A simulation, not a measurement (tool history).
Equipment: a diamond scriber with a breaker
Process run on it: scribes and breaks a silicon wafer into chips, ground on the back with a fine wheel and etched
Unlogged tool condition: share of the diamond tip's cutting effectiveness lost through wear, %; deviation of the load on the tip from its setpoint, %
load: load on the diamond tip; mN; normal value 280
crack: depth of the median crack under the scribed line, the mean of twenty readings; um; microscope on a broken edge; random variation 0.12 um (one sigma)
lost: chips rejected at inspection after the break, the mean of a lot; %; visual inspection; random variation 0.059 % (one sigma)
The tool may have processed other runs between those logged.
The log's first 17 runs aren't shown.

| run | day | load | wafers since the last listed run | hours since the diamond tip was replaced | hours since the load on the tip was calibrated | incoming depth of the damage left on the back of the incoming wafer, um | crack | lost |
|---|---|---|---|---|---|---|---|---|
| 18 | 49.412 | 242 | 110 | 407 | 365.6 | 0.64 | 10.16 | 1.29 |
| 19 | 52.246 | 350 | 100 | 475 | 433.6 | 0.43 | 12.99 | 2.63 |
|  | 55.067 | diamond tip replaced by a new one |
| 20 | 58.567 | 280 | 220 | 84 | 585.3 | 0.68 | 11.23 | 1.07 |
| 21 | 60.5 | 314 | 68 | 130.4 | 631.7 | 0.76 | 12.17 | 1.89 |
| 22 | 62.258 | 280 | 62 | 172.6 | 673.9 | 0.55 | 10.97 | 1.09 |
| 23 | 66.483 | 207 | 149 | 274 | 775.3 | 0.46 | 9.6 | 2.76 |
| 24 | 68.462 | 213 | 69 | 321.5 | 822.8 | 0.68 | 9.49 | 2.23 |
| 25 | 70.533 | 280 | 73 | 371.2 | 872.5 | 0.65 | 11.17 | 1.09 |
| 26 | 73.996 | 280 | 122 | 454.3 | 955.6 | 0.73 | 11.25 | 1.12 |
| 27 | 78.392 | 280 | 155 | 559.8 | 1061.1 | 0.72 | 11.51 | 1.22 |
|  | 78.546 | diamond tip replaced by a new one |
| 28 | 80.267 | 319 | 63 | 41.3 | 1106.1 | 0.44 | 12.41 | 2.45 |
| 29 | 82.254 | 346 | 70 | 89 | 1153.8 | 0.71 | 12.82 | 4.06 |
| 30 | 83.983 | 280 | 61 | 130.5 | 1195.3 | 0.31 | 11.55 | 1.06 |
|  | 89.221 | load on the tip recalibrated |
| 31 | 96.029 | 337 | 422 | 419.6 | 163.4 | 0.53 | 12.06 | 2.1 |
|  | 99.521 | diamond tip replaced by a new one |
| 32 | 100.312 | 340 | 148 | 19 | 266.2 | 0.47 | 12.42 | 2.51 |
| 33 | 104.55 | 355 | 149 | 120.7 | 367.9 | 0.64 | 12.86 | 3.32 |

Predict each of these 5 candidate next runs independently; none follows another, all start after run 33:
| A | 104.579 | 280 | 1 | 121.4 | 368.6 | 0.66 | ? | ? |
| B | 104.579 | 345 | 1 | 121.4 | 368.6 | 0.66 | ? | ? |
| C | 104.579 | 356 | 1 | 121.4 | 368.6 | 0.66 | ? | ? |
| D | 104.579 | 243 | 1 | 121.4 | 368.6 | 0.66 | ? | ? |
| E | 104.579 | 328 | 1 | 121.4 | 368.6 | 0.66 | ? | ? |

| run | crack | lost |
|---|---|---|
| A | 11.16 | 0.97 |
| B | 12.6 | 2.7 |
| C | 12.83 | 3.19 |
| D | 10.3 | 1.29 |
| E | 12.23 | 2.03 |
What these runs would have given with no unlogged condition in the tool:
| run | crack | lost |
|---|---|---|
| A | 10.96 | 0.94 |
| B | 12.37 | 2.27 |
| C | 12.6 | 2.7 |
| D | 10.11 | 1.53 |
| E | 12 | 1.7 |
